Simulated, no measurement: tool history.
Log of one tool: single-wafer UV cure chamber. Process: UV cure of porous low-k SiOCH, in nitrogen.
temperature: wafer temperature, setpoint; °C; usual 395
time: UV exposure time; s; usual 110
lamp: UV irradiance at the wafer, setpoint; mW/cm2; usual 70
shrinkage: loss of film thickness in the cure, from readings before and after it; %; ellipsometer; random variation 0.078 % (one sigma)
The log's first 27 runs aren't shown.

run    hour  temperature  time  lamp  shrinkage
 28  1668.0          395   110    70      6.472
 29  1709.2          401   110    87      7.438
 30  1759.9          410    80    53      4.343
 31  1810.7          411   110    70      6.513
 32  1874.5          395   110    45      4.586
     1911.3  -- quartz window cleaned
 33  1911.9          395   110    70      7.274
 34  1937.4          404   110    93      8.498
 35  1995.7          395   110    70      6.932
 36  2053.0          403   145    56      6.983

Forecast run 37:
 37  2081.6          381   175    42          ?

Run 37 gave shrinkage 6.217 %.
Without the tool's hidden state the same run would have given shrinkage 7.593 %.
